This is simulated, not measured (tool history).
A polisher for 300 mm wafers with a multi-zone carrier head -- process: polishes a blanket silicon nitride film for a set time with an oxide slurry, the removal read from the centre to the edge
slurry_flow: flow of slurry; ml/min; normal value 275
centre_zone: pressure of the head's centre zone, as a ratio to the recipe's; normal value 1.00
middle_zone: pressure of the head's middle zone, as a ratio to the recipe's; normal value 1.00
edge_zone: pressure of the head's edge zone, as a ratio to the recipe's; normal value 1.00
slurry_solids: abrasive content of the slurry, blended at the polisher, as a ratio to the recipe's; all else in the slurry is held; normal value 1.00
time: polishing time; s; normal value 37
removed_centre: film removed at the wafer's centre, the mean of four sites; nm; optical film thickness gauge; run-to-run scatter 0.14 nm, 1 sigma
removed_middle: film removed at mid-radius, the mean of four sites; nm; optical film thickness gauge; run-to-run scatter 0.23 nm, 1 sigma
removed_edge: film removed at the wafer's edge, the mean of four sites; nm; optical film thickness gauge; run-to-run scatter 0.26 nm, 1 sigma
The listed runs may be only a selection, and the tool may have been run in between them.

run	day	slurry_flow	centre_zone	middle_zone	edge_zone	slurry_solids	time	incoming thickness of the incoming film, nm	removed_centre	removed_middle	removed_edge
1	0.000	275	1.00	1.00	1.00	1.20	37	258.2	19.8	19.8	19.8
# day 0.208: edge zone pressure recalibrated
2	0.675	275	1.00	0.96	1.00	1.00	37	261.7	18.8	17.7	19.1
3	1.217	275	1.00	1.00	0.94	1.00	37	258.8	18.8	18.5	18.5
# day 1.771: carrier head's membrane replaced by a new one
4	1.792	275	1.00	1.06	1.00	1.00	37	254.9	18.9	19.6	19.3
# day 2.075: centre zone pressure recalibrated
5	2.329	275	1.07	1.00	1.09	1.00	37	259.0	19.8	18.9	19.4
6	2.808	275	1.00	1.00	0.95	1.00	37	257.7	18.7	18.6	18.4
7	3.254	275	1.04	1.00	1.00	1.25	37	255.1	20.5	20.2	20.2
8	3.896	275	1.00	1.00	1.00	1.00	37	256.1	18.7	18.6	19.0
9	4.375	275	1.00	1.00	1.00	1.00	37	264.7	18.4	18.7	19.0
10	4.683	275	1.00	1.00	1.00	1.00	37	256.8	18.7	18.4	18.8
11	5.317	275	1.00	1.00	1.00	1.00	37	260.7	18.2	18.5	18.7
# day 5.817: worn pad replaced by a new one
12	5.838	335	1.11	1.00	0.91	1.10	37	258.8	21.5	19.4	18.8
13	6.346	275	1.12	1.00	0.97	0.85	37	261.2	19.5	17.7	18.0
14	6.933	275	1.00	1.00	1.00	1.25	37	265.3	19.5	19.2	19.9
15	7.629	275	0.97	0.93	0.95	1.00	37	257.8	17.7	17.6	18.3
16	8.158	275	1.00	1.00	1.00	1.00	28	262.1	13.8	13.9	14.0
17	8.725	275	1.00	1.00	1.00	1.00	37	259.6	18.0	18.2	18.7
18	9.050	275	1.08	1.00	1.00	1.00	26	260.7	13.7	12.8	13.2
19	9.388	275	1.00	1.08	0.93	1.00	37	263.6	18.0	19.7	18.2
20	9.950	330	1.00	1.00	1.00	1.00	37	258.8	18.6	18.7	18.8
21	10.471	275	1.00	1.05	1.00	1.00	37	260.8	18.3	18.5	18.8
22	11.167	275	1.08	1.04	1.00	1.00	37	256.3	19.7	18.5	18.4

Alternative continuations, all from the tool just after run 22; predict every row:
A	11.183	275	1.00	1.00	1.00	1.00	37	260.3	?	?	?
B	11.183	275	1.00	0.89	1.00	1.00	37	260.3	?	?	?
C	11.183	275	1.00	1.00	1.09	1.00	37	260.3	?	?	?
D	11.183	225	1.00	0.94	1.00	1.00	37	260.3	?	?	?

run	removed_centre	removed_middle	removed_edge
A	18.2	18.2	18.5
B	18.2	16.9	18.5
C	18.2	18.2	19.3
D	17.5	16.9	18.0
Stripped of hidden state, with their random variation kept, the same runs would have yielded:
run	removed_centre	removed_middle	removed_edge
A	19.1	19.0	19.1
B	19.1	17.7	19.1
C	19.1	19.0	19.9
D	18.6	17.8	18.8
